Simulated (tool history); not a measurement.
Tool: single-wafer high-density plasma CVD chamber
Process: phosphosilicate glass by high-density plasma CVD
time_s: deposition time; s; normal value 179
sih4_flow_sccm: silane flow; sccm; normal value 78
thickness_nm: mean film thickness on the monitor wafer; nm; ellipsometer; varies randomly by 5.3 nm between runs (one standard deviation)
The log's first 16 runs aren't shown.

run,day,time_s,sih4_flow_sccm,wafers since the last listed run,hours since the silane flow controller was replaced,hours since the gauge calibration,"read-back reference wafer on the same gauge, thickness_nm",thickness_nm
17,37.521,179,69,477,2792.2,806.5,1600.199,1377.051
18,40.492,206,88,807,2863.5,877.8,1597.919,1782.601
# day 41.358: gauge calibrated
# day 42.583: silane flow controller replaced
19,43.238,193,78,655,15.7,45.1,1603.173,1614.387
20,44.308,179,78,291,41.4,70.8,1599.228,1488.259
21,45.442,179,78,308,68.6,98.0,1598.934,1487.035
22,47.642,169,78,597,121.4,150.8,1598.672,1409.796
23,49.846,198,64,599,174.3,203.7,1600.440,1497.572
24,52.333,197,74,676,234.0,263.4,1598.910,1594.192
25,53.338,179,78,272,258.1,287.5,1599.172,1493.919
26,55.083,156,91,474,300.0,329.4,1600.403,1399.330

Predict the results of run 27:
27,56.171,179,78,295,326.1,355.5,?,?

{"run 27": {"read-back reference wafer on the same gauge, thickness_nm": 1598.946, "thickness_nm": 1485.991}}
The same run, on a tool lacking any hidden state, would have yielded thickness_nm 1499.333 nm.

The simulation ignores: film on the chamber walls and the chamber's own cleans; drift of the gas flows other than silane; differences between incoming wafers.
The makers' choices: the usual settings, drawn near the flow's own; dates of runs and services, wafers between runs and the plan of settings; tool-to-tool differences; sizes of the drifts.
